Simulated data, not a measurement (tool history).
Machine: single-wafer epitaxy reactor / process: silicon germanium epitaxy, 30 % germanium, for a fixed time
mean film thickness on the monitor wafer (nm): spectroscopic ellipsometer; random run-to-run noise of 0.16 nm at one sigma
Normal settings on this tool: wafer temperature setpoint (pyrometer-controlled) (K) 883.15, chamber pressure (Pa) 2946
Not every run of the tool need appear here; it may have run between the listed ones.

run   hour  wafer temperature setpoint (pyrometer-controlled) (K)  chamber pressure (Pa)  wafers since the last listed run  hours since the last pyrometer calibration  hours since the last manometer calibration  hours since the showerhead was replaced  hours since the gauge calibration  read-back reference wafer on the same gauge, thickness_nm  mean film thickness on the monitor wafer (nm)
  1      0                                                 883.15                   2946                                 0                                      2108.3                                      1829.2                                   6572.3                               17.3                                                      85.59                                         78.943
  2   55.3                                                 883.15                   2946                               846                                      2163.6                                      1884.5                                   6627.6                               72.6                                                     85.616                                          78.46
  3   80.5                                                 883.15                   2946                               385                                      2188.8                                      1909.7                                   6652.8                               97.8                                                     85.613                                         78.905
  4  151.6                                                 883.15                   2946                              1088                                      2259.9                                      1980.8                                   6723.9                              168.9                                                     85.568                                         79.186
  5  204.1                                                 877.15                   2946                               803                                      2312.4                                      2033.3                                   6776.4                              221.4                                                     85.577                                         72.292
  6    252                                                 877.15                   2946                               733                                      2360.3                                      2081.2                                   6824.3                              269.3                                                     85.636                                         72.377
  7  296.4                                                 883.15                   2426                               679                                      2404.7                                      2125.6                                   6868.7                              313.7                                                     85.572                                         73.413
  8  353.6                                                 883.15                   2946                               875                                      2461.9                                      2182.8                                   6925.9                              370.9                                                     85.518                                         79.906
  9  388.9                                                 883.15                   2946                               540                                      2497.2                                      2218.1                                   6961.2                              406.2                                                     85.584                                         79.806
     420.6  -- pyrometer calibrated
 10  426.8                                                 883.15                   2946                               457                                         6.2                                        2256                                   6999.1                              444.1                                                     85.623                                         75.084
 11  468.7                                                 883.15                   3666                               641                                        48.1                                      2297.9                                     7041                                486                                                     85.585                                         82.161
 12  498.9                                                 896.15                   2946                               462                                        78.3                                      2328.1                                   7071.2                              516.2                                                     85.554                                         92.254
     517.7  -- showerhead replaced
 13  553.7                                                 872.15                   3440                               716                                       133.1                                      2382.9                                       36                                571                                                     85.555                                         67.367
 14  604.4                                                 877.15                   2946                               776                                       183.8                                      2433.6                                     86.7                              621.7                                                     85.635                                         68.781
 15  644.9                                                 894.15                   2946                               619                                       224.3                                      2474.1                                    127.2                              662.2                                                     85.574                                         89.655
 16  687.2                                                 872.15                   2426                               647                                       266.6                                      2516.4                                    169.5                              704.5                                                     85.626                                         58.602
     715.7  -- capacitance manometer re-zeroed and calibrated
     720.4  -- gauge calibrated
 17  733.6                                                 883.15                   2946                               587                                         313                                        17.9                                    215.9                               13.2                                                     85.568                                          73.32
 18  787.1                                                 872.15                   3626                               818                                       366.5                                        71.4                                    269.4                               66.7                                                     85.564                                         67.211
 19    821                                                 888.15                   3520                               518                                       400.4                                       105.3                                    303.3                              100.6                                                     85.599                                         85.933
 20  861.8                                                 883.15                   2373                               624                                       441.2                                       146.1                                    344.1                              141.4                                                       85.6                                         67.006
 21  904.1                                                 883.15                   3146                               647                                       483.5                                       188.4                                    386.4                              183.7                                                     85.649                                         75.915

Branching from run 21: 3 alternative next runs. What would each branch give?
  A  904.5                                                 889.15                   2946                                 6                                       483.9                                       188.8                                    386.8                              184.1                                                          ?                                              ?
  B  904.5                                                 887.15                   2346                                 6                                       483.9                                       188.8                                    386.8                              184.1                                                          ?                                              ?
  C  904.5                                                 869.15                   3466                                 6                                       483.9                                       188.8                                    386.8                              184.1                                                          ?                                              ?

run  read-back reference wafer on the same gauge, thickness_nm  mean film thickness on the monitor wafer (nm)
  A                                                     85.656                                         81.061
  B                                                     85.656                                         71.281
  C                                                     85.656                                         63.293
Without the tool's unlogged condition, the same runs would have read:
run  mean film thickness on the monitor wafer (nm)
  A                                         80.073
  B                                         70.408
  C                                         62.483

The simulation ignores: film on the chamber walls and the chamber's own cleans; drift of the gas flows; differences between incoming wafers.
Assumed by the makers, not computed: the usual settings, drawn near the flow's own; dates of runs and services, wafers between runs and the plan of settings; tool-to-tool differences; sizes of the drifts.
